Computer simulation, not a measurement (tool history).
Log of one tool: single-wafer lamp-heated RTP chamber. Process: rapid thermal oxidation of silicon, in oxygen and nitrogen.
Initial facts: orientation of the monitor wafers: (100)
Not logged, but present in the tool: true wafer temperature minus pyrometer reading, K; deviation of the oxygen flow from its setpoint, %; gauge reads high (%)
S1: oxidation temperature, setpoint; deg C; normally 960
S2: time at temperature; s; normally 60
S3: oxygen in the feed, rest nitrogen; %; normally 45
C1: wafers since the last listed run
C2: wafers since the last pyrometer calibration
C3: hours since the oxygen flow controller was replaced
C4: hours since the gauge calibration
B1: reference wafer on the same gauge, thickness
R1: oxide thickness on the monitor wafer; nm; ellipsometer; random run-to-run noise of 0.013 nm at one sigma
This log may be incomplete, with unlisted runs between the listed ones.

run,hour,S1,S2,S3,C1,C2,C3,C4,B1,R1
1,0,960,60,45,0,890,2229.9,179.1,2.958,3.283
2,19.3,979,60,45,99,989,2249.2,198.4,2.957,3.698
3,46.4,960,60,61,140,1130,2276.3,225.5,2.954,3.571
4,72.6,960,60,61,135,1265,2302.5,251.7,2.954,3.579
5,91.2,981,60,39,96,1361,2321.1,270.3,2.951,3.593
6,116.6,981,60,39,131,1493,2346.5,295.7,2.948,3.58
7,165.5,981,60,39,252,1745,2395.4,344.6,2.948,3.586
8,192.5,960,60,67,139,1885,2422.4,371.6,2.941,3.659
9,205.4,960,60,67,66,1952,2435.3,384.5,2.941,3.622
10,238.2,960,60,67,169,2121,2468.1,417.3,2.941,3.647
11,257.3,960,60,45,98,2220,2487.2,436.4,2.939,3.265
12,272.9,974,43,58,80,2301,2502.8,452,2.933,3.37
13,291.8,981,60,39,97,2399,2521.7,470.9,2.93,3.542
14,319.3,948,74,45,142,2541,2549.2,498.4,2.925,3.266
15,345.2,933,50,32,133,2675,2575.1,524.3,2.92,2.522
16,360,981,60,39,76,2751,2589.9,539.1,2.92,3.548
17,393.1,980,60,65,171,2922,2623,572.2,2.913,4.111
# hour 405.9: oxygen flow controller replaced
18,445.2,978,60,75,228,3150,39.3,624.3,2.907,4.236
# hour 468.7: pyrometer window cleaned and pyrometer calibrated
19,469.2,983,60,45,82,2,63.3,648.3,2.901,3.727
# hour 480.8: gauge calibrated
20,545.8,933,34,33,396,398,139.9,65,2.955,2.373
21,565,984,85,33,99,497,159.1,84.2,2.962,3.998
22,583.5,960,60,45,95,593,177.6,102.7,2.961,3.279

For run 23, what comes out?
23,609.9,945,71,37,136,730,204,129.1,?,?

Run 23 measured B1 2.96, R1 3.044 nm.
Without the tool's hidden state the same run would have given R1 3.055 nm.
